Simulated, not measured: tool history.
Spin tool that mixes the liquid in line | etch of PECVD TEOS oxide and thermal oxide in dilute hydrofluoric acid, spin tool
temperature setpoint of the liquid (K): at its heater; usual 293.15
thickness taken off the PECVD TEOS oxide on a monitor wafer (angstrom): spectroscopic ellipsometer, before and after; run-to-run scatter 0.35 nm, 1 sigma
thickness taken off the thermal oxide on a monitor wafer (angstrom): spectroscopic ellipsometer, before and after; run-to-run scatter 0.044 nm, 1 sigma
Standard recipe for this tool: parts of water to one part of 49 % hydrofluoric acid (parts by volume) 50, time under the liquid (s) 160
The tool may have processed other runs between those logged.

run,hour,temperature setpoint of the liquid (K),parts of water to one part of 49 % hydrofluoric acid (parts by volume),time under the liquid (s),"read-back film thickness of the PECVD TEOS oxide reference wafer, read on the same gauge (nm)","read-back film thickness of the thermal oxide reference wafer, read on the same gauge (nm)",thickness taken off the PECVD TEOS oxide on a monitor wafer (angstrom),thickness taken off the thermal oxide on a monitor wafer (angstrom)
1,0,293.15,45,160,80.58,30.18,650.5,154.7
2,30.7,293.15,50,205,80.72,30.28,745.2,176.9
3,60.4,293.15,50,205,80.8,30.29,744.6,177.6
4,121.2,293.15,65,160,80.99,30.4,439.7,105.4
5,185.1,293.15,65,160,81.18,30.45,445.8,105.5
6,224.1,293.15,50,160,81.33,30.44,585.7,139.6
7,252.6,293.15,50,160,81.4,30.48,579.9,140.6
8,299.4,296.15,45,160,81.58,30.54,750.6,177.7
# hour 342.5: gauge calibrated
9,361.2,296.15,45,160,80.01,30.03,722.6,174
10,402.8,293.15,50,235,80.14,30.04,843.7,200.6
# hour 408.4: thermometer replaced
11,458.1,294.65,75,160,80.34,30.12,396.6,95
12,495.8,293.15,50,110,80.44,30.19,397.8,94.8
13,528.6,293.15,50,75,80.55,30.22,269.6,64.7
# hour 536.8: hydrofluoric acid flow meter replaced
14,553.8,293.15,30,160,80.62,30.21,994.1,236.3
15,577.8,290.15,40,120,80.68,30.24,485.3,115.4
16,613.7,293.15,50,160,80.79,30.31,582.7,138.8
17,665.1,293.15,30,210,80.97,30.37,1303.4,310.7
18,732.2,293.15,50,160,81.22,30.45,586.7,138.6

Consider 3 possible next runs. They are alternatives, not a sequence: every one starts from the tool as it was left by run 18. What does each give?
A,732.7,293.15,70,160,?,?,?,?
B,732.7,290.15,50,210,?,?,?,?
C,732.7,293.15,50,125,?,?,?,?

run,"read-back film thickness of the PECVD TEOS oxide reference wafer, read on the same gauge (nm)","read-back film thickness of the thermal oxide reference wafer, read on the same gauge (nm)",thickness taken off the PECVD TEOS oxide on a monitor wafer (angstrom),thickness taken off the thermal oxide on a monitor wafer (angstrom)
A,81.18,30.5,410.9,97.3
B,81.18,30.5,679.6,161
C,81.18,30.5,460.2,109
Stripped of hidden state, with their random variation kept, the same runs would have yielded:
run,thickness taken off the PECVD TEOS oxide on a monitor wafer (angstrom),thickness taken off the thermal oxide on a monitor wafer (angstrom)
A,404.8,95.9
B,669.6,158.6
C,453.4,107.4

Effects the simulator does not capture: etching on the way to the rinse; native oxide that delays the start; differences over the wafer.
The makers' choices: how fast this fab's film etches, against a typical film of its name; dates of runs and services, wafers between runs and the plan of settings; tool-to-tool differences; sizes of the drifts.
